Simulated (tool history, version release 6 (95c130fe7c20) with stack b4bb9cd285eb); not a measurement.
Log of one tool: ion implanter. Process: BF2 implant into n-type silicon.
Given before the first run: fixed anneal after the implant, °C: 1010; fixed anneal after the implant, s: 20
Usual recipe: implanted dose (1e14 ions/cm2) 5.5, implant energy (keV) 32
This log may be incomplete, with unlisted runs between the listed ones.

| run | hour | implanted dose (1e14 ions/cm2) | implant energy (keV) | wafers since the last listed run | hours since the last dose calibration | hours since the extraction supply was calibrated | hours since the gauge calibration | read-back reference wafer on the same gauge, sheet resistance | sheet resistance of the implanted and annealed layer (ohm/square) |
|---|---|---|---|---|---|---|---|---|---|
| 1 | 0 | 5.5 | 37.5 | 0 | 187 | 4061.1 | 764.4 | 223.84 | 201.74 |
| 2 | 54.8 | 5.5 | 32 | 1399 | 241.8 | 4115.9 | 819.2 | 224.26 | 203.45 |
| 3 | 95.6 | 5.5 | 32 | 1041 | 282.6 | 4156.7 | 860 | 223.63 | 202.01 |
| 4 | 133.8 | 5.5 | 32 | 975 | 320.8 | 4194.9 | 898.2 | 223.31 | 202.59 |
| 5 | 162.6 | 5.5 | 32 | 735 | 349.6 | 4223.7 | 927 | 223.62 | 202.36 |
| 6 | 223.8 | 5.5 | 32 | 1562 | 410.8 | 4284.9 | 988.2 | 224.35 | 203.89 |
| 7 | 267 | 5.5 | 32 | 1103 | 454 | 4328.1 | 1031.4 | 223.92 | 205.72 |
| 8 | 309.4 | 5.5 | 32 | 1082 | 496.4 | 4370.5 | 1073.8 | 224.45 | 202.27 |
| 9 | 376.8 | 5.5 | 32 | 1721 | 563.8 | 4437.9 | 1141.2 | 224.15 | 202.8 |
| 10 | 416.4 | 4.6 | 32 | 1011 | 603.4 | 4477.5 | 1180.8 | 224.17 | 235.66 |
| 11 | 469.2 | 4.6 | 32 | 1348 | 656.2 | 4530.3 | 1233.6 | 223.75 | 233.41 |
| 12 | 517.3 | 5.5 | 25.5 | 1228 | 704.3 | 4578.4 | 1281.7 | 223.89 | 212.69 |
| 13 | 542.3 | 5.5 | 32 | 638 | 729.3 | 4603.4 | 1306.7 | 224.32 | 204.57 |
| 14 | 578.7 | 5.5 | 32 | 929 | 765.7 | 4639.8 | 1343.1 | 224.35 | 202.98 |
|  | 600.2 | gauge calibrated |
| 15 | 613.2 | 5.5 | 32 | 880 | 800.2 | 4674.3 | 13 | 224.11 | 202.91 |
| 16 | 675.9 | 5.5 | 28.5 | 1601 | 862.9 | 4737 | 75.7 | 224.43 | 208.49 |
| 17 | 728 | 5.5 | 38.5 | 1330 | 915 | 4789.1 | 127.8 | 223.23 | 195.95 |
|  | 754.9 | extraction supply calibrated |
| 18 | 758.6 | 6.71 | 24 | 577 | 945.6 | 3.7 | 158.4 | 223.56 | 187.13 |
|  | 941.7 | Faraday cup replaced and dose calibrated |
| 19 | 958.1 | 6.03 | 32 | 4889 | 16.4 | 203.2 | 357.9 | 223.98 | 189.66 |
| 20 | 1021.4 | 6.63 | 26 | 1616 | 79.7 | 266.5 | 421.2 | 224.28 | 186.1 |
| 21 | 1092.8 | 3.93 | 38 | 1823 | 151.1 | 337.9 | 492.6 | 223.96 | 265.42 |
| 22 | 1131.4 | 5.5 | 40.5 | 985 | 189.7 | 376.5 | 531.2 | 224.5 | 196.52 |
| 23 | 1173.8 | 5.5 | 25 | 1082 | 232.1 | 418.9 | 573.6 | 224.27 | 212.76 |
| 24 | 1234.8 | 6.63 | 26 | 1557 | 293.1 | 479.9 | 634.6 | 224.48 | 185.89 |
| 25 | 1289.8 | 5.5 | 32 | 1404 | 348.1 | 534.9 | 689.6 | 224.04 | 203.12 |
| 26 | 1331.1 | 6.1 | 42.5 | 1054 | 389.4 | 576.2 | 730.9 | 224.42 | 180.85 |
| 27 | 1382.2 | 5.5 | 32 | 1304 | 440.5 | 627.3 | 782 | 223.93 | 202.69 |
| 28 | 1451.8 | 5.5 | 32 | 1777 | 510.1 | 696.9 | 851.6 | 223.21 | 203.29 |
| 29 | 1494.1 | 5.5 | 41.5 | 1080 | 552.4 | 739.2 | 893.9 | 223.9 | 196.96 |
| 30 | 1564.8 | 5.5 | 32 | 1805 | 623.1 | 809.9 | 964.6 | 223.74 | 202.25 |
| 31 | 1593.5 | 4.16 | 39.5 | 732 | 651.8 | 838.6 | 993.3 | 223.75 | 252.21 |
| 32 | 1649.8 | 4.17 | 32 | 1437 | 708.1 | 894.9 | 1049.6 | 224.25 | 256.84 |
| 33 | 1715.7 | 5.5 | 32 | 1682 | 774 | 960.8 | 1115.5 | 224.05 | 203.15 |
| 34 | 1763.6 | 3.93 | 38 | 1223 | 821.9 | 1008.7 | 1163.4 | 224.08 | 262.69 |
| 35 | 1805.5 | 7.11 | 35 | 1069 | 863.8 | 1050.6 | 1205.3 | 223.71 | 165.29 |
| 36 | 1841.9 | 4.8 | 37.5 | 929 | 900.2 | 1087 | 1241.7 | 224.06 | 224.47 |

Each row is a separate what-if for the run after 36, all from the same tool condition, not one after another. Results?
| A | 1842.3 | 5.5 | 32 | 10 | 900.6 | 1087.4 | 1242.1 | ? | ? |
| B | 1842.3 | 6.53 | 32 | 10 | 900.6 | 1087.4 | 1242.1 | ? | ? |
| C | 1842.3 | 6.55 | 27.5 | 10 | 900.6 | 1087.4 | 1242.1 | ? | ? |
| D | 1842.3 | 6.15 | 23.5 | 10 | 900.6 | 1087.4 | 1242.1 | ? | ? |
| E | 1842.3 | 6.69 | 28 | 10 | 900.6 | 1087.4 | 1242.1 | ? | ? |

| run | read-back reference wafer on the same gauge, sheet resistance | sheet resistance of the implanted and annealed layer (ohm/square) |
|---|---|---|
| A | 224.58 | 202.75 |
| B | 224.58 | 178.3 |
| C | 224.58 | 184.17 |
| D | 224.58 | 199.48 |
| E | 224.58 | 180.82 |
With no hidden state in the tool, these same runs would have given:
| run | sheet resistance of the implanted and annealed layer (ohm/square) |
|---|---|
| A | 202.75 |
| B | 178.3 |
| C | 184.17 |
| D | 199.48 |
| E | 180.82 |
